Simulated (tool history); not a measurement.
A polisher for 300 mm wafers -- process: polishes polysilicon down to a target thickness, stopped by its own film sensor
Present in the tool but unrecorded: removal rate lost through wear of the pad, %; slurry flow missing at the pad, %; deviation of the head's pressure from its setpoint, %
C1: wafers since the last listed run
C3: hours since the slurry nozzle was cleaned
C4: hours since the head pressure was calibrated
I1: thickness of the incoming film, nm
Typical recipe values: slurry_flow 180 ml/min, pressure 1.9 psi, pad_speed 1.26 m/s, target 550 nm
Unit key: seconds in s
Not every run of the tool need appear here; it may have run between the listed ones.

run 1 day=0.000 | slurry_flow=180 pressure=1.9 pad_speed=1.26 target=550 | C1=0 wafers_polished_on_this_pad=837 C3=751.7 C4=332.3 | I1=1153.0 | seconds=94.7
run 2 day=0.279 | slurry_flow=180 pressure=1.9 pad_speed=1.26 target=550 | C1=72 wafers_polished_on_this_pad=910 C3=758.4 C4=339.0 | I1=1158.7 | seconds=96.7
run 3 day=0.596 | slurry_flow=180 pressure=1.9 pad_speed=1.26 target=550 | C1=81 wafers_polished_on_this_pad=991 C3=766.0 C4=346.6 | I1=1147.1 | seconds=94.3
run 4 day=0.846 | slurry_flow=180 pressure=1.9 pad_speed=1.26 target=550 | C1=64 wafers_polished_on_this_pad=1056 C3=772.0 C4=352.6 | I1=1143.0 | seconds=95.0
-- day=1.304 worn pad replaced by a new one
run 5 day=1.538 | slurry_flow=180 pressure=1.9 pad_speed=1.26 target=550 | C1=135 wafers_polished_on_this_pad=60 C3=788.6 C4=369.2 | I1=1143.0 | seconds=86.7
run 6 day=1.962 | slurry_flow=180 pressure=1.9 pad_speed=1.26 target=550 | C1=109 wafers_polished_on_this_pad=169 C3=798.8 C4=379.4 | I1=1165.1 | seconds=92.4
run 7 day=2.579 | slurry_flow=220 pressure=1.9 pad_speed=1.26 target=598 | C1=159 wafers_polished_on_this_pad=329 C3=813.6 C4=394.2 | I1=1155.9 | seconds=81.3
run 8 day=3.042 | slurry_flow=220 pressure=1.9 pad_speed=1.26 target=598 | C1=119 wafers_polished_on_this_pad=448 C3=824.7 C4=405.3 | I1=1172.5 | seconds=85.4
run 9 day=3.675 | slurry_flow=220 pressure=1.9 pad_speed=1.26 target=598 | C1=163 wafers_polished_on_this_pad=612 C3=839.9 C4=420.5 | I1=1174.9 | seconds=87.2
run 10 day=4.400 | slurry_flow=180 pressure=2.1 pad_speed=1.26 target=550 | C1=187 wafers_polished_on_this_pad=799 C3=857.3 C4=437.9 | I1=1152.0 | seconds=87.5
run 11 day=4.817 | slurry_flow=180 pressure=2.1 pad_speed=1.26 target=550 | C1=107 wafers_polished_on_this_pad=907 C3=867.3 C4=447.9 | I1=1153.7 | seconds=88.0
-- day=5.258 worn pad replaced by a new one
run 12 day=5.396 | slurry_flow=180 pressure=1.4 pad_speed=1.26 target=550 | C1=106 wafers_polished_on_this_pad=35 C3=881.2 C4=461.8 | I1=1165.6 | seconds=126.7
run 13 day=7.229 | slurry_flow=130 pressure=1.9 pad_speed=1.46 target=657 | C1=473 wafers_polished_on_this_pad=508 C3=925.2 C4=505.8 | I1=1156.7 | seconds=76.4
-- day=7.346 head pressure recalibrated
run 14 day=7.650 | slurry_flow=200 pressure=1.9 pad_speed=1.26 target=550 | C1=87 wafers_polished_on_this_pad=595 C3=935.3 C4=7.3 | I1=1155.3 | seconds=94.2
-- day=8.083 slurry nozzle cleaned
run 15 day=8.142 | slurry_flow=180 pressure=1.9 pad_speed=1.26 target=550 | C1=116 wafers_polished_on_this_pad=712 C3=1.4 C4=19.1 | I1=1146.7 | seconds=85.1
run 16 day=8.833 | slurry_flow=180 pressure=2.3 pad_speed=1.10 target=550 | C1=178 wafers_polished_on_this_pad=890 C3=18.0 C4=35.7 | I1=1163.3 | seconds=84.0
-- day=9.625 worn pad replaced by a new one
run 17 day=9.954 | slurry_flow=180 pressure=1.9 pad_speed=1.26 target=550 | C1=246 wafers_polished_on_this_pad=84 C3=44.9 C4=62.6 | I1=1163.7 | seconds=83.6
run 18 day=10.383 | slurry_flow=180 pressure=1.9 pad_speed=1.62 target=440 | C1=110 wafers_polished_on_this_pad=195 C3=55.2 C4=72.9 | I1=1151.3 | seconds=75.8
run 19 day=10.817 | slurry_flow=180 pressure=1.5 pad_speed=1.26 target=386 | C1=111 wafers_polished_on_this_pad=307 C3=65.6 C4=83.3 | I1=1134.3 | seconds=131.9
run 20 day=11.367 | slurry_flow=180 pressure=1.9 pad_speed=1.26 target=550 | C1=142 wafers_polished_on_this_pad=449 C3=78.8 C4=96.5 | I1=1151.3 | seconds=83.9
run 21 day=11.683 | slurry_flow=225 pressure=2.5 pad_speed=1.44 target=412 | C1=81 wafers_polished_on_this_pad=531 C3=86.4 C4=104.1 | I1=1149.6 | seconds=67.1
run 22 day=11.975 | slurry_flow=180 pressure=1.9 pad_speed=1.26 target=550 | C1=75 wafers_polished_on_this_pad=606 C3=93.4 C4=111.1 | I1=1146.6 | seconds=85.0

Here are 3 independent what-if runs from the current tool condition. What would each one return?
run A day=11.996 | slurry_flow=180 pressure=1.9 pad_speed=1.26 target=550 | C1=5 wafers_polished_on_this_pad=611 C3=93.9 C4=111.6 | I1=1151.5 | seconds=?
run B day=11.996 | slurry_flow=160 pressure=1.9 pad_speed=1.26 target=550 | C1=5 wafers_polished_on_this_pad=611 C3=93.9 C4=111.6 | I1=1151.5 | seconds=?
run C day=11.996 | slurry_flow=180 pressure=1.9 pad_speed=1.26 target=658 | C1=5 wafers_polished_on_this_pad=611 C3=93.9 C4=111.6 | I1=1151.5 | seconds=?

run=A seconds=85.7
run=B seconds=87.6
run=C seconds=70.3
With the hidden condition removed and each run's random variation left untouched, the same runs would have given:
run=A seconds=80.9
run=B seconds=82.6
run=C seconds=66.4

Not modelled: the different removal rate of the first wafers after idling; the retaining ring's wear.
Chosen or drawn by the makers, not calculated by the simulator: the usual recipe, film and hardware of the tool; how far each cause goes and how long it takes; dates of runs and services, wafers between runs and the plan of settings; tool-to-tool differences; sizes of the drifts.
